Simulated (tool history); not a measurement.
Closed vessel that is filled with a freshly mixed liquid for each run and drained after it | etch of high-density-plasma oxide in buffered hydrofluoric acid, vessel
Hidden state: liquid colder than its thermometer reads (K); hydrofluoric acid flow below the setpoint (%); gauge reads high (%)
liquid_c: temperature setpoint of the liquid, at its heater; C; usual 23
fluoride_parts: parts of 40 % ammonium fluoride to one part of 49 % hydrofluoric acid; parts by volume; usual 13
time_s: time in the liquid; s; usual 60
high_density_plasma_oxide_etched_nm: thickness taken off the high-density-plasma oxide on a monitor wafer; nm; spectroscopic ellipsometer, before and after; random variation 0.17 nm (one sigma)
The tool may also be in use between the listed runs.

run,hour,liquid_c,fluoride_parts,time_s,wafers since the last listed run,hours since the thermometer was replaced,hours since the hydrofluoric acid flow meter was replaced,hours since the gauge calibration,"read-back film thickness of the high-density-plasma oxide reference wafer, read on the same gauge (nm)",high_density_plasma_oxide_etched_nm
1,0,23,13,40,0,2632.7,1658.3,324.4,110,36.74
2,22.6,23,10,35,2040,2655.3,1680.9,347,110.03,41.58
3,55.2,24,13,60,2943,2687.9,1713.5,379.6,110,58.38
# hour 57.7: gauge calibrated
4,81.3,24,13,60,2356,2714,1739.6,23.6,110.03,58.25
5,109.9,24,13,60,2582,2742.6,1768.2,52.2,110.02,58.31
6,141.6,23,13,60,2861,2774.3,1799.9,83.9,109.97,55.09
7,158.5,23,13,60,1525,2791.2,1816.8,100.8,110.02,55.13
8,184,23,16.5,40,2302,2816.7,1842.3,126.3,110,28.92
9,208.7,23,13,60,2230,2841.4,1867,151,110,54.9
10,242,23,13,60,3006,2874.7,1900.3,184.3,109.97,54.94
11,277.7,25.5,9,60,3223,2910.4,1936,220,109.99,88.28
12,293.4,25.5,9,60,1417,2926.1,1951.7,235.7,110.01,88.19
13,321.7,20.5,9,35,2555,2954.4,1980,264,109.98,39.27
14,345.5,21.5,13,60,2148,2978.2,2003.8,287.8,110,50.11
15,373.4,21,13,60,2518,3006.1,2031.7,315.7,110.01,48.84
# hour 450.6: gauge calibrated
16,469.7,19,13,80,8694,3102.4,2128,19.1,110,58
17,487.4,27.5,15,35,1598,3120.1,2145.7,36.8,109.99,35.25
18,513.6,23,13,60,2365,3146.3,2171.9,63,109.98,54.95
# hour 531: thermometer replaced
# hour 538.9: hydrofluoric acid flow meter replaced
19,544.8,23,13,60,2636,13.8,5.9,94.2,110.02,57.6
20,573.6,27.5,13,30,2600,42.6,34.7,123,109.96,36.43
21,608.2,19,13,60,3123,77.2,69.3,157.6,110.01,45.83
22,624.4,23,13,60,1462,93.4,85.5,173.8,110.02,57.32
23,645.5,23,11,60,1904,114.5,106.6,194.9,109.99,67.46
24,664,19,17,45,1670,133,125.1,213.4,110.05,26.45
25,687.1,23,13,60,2085,156.1,148.2,236.5,109.97,57.05

5 ways to go on from here, each from the tool as it stands after run 25. What would each give?
A,687.8,23,10.5,60,63,156.8,148.9,237.2,?,?
B,687.8,20,13,95,63,156.8,148.9,237.2,?,?
C,687.8,18.5,8.5,45,63,156.8,148.9,237.2,?,?
D,687.8,23,13,45,63,156.8,148.9,237.2,?,?
E,687.8,23,14.5,60,63,156.8,148.9,237.2,?,?

run,"read-back film thickness of the high-density-plasma oxide reference wafer, read on the same gauge (nm)",high_density_plasma_oxide_etched_nm
A,110.01,70.31
B,110.01,76.5
C,110.01,48.9
D,110.01,42.8
E,110.01,51.27
Without the tool's hidden state the same runs would have given:
run,high_density_plasma_oxide_etched_nm
A,70.8
B,77.04
C,49.28
D,43.1
E,51.63
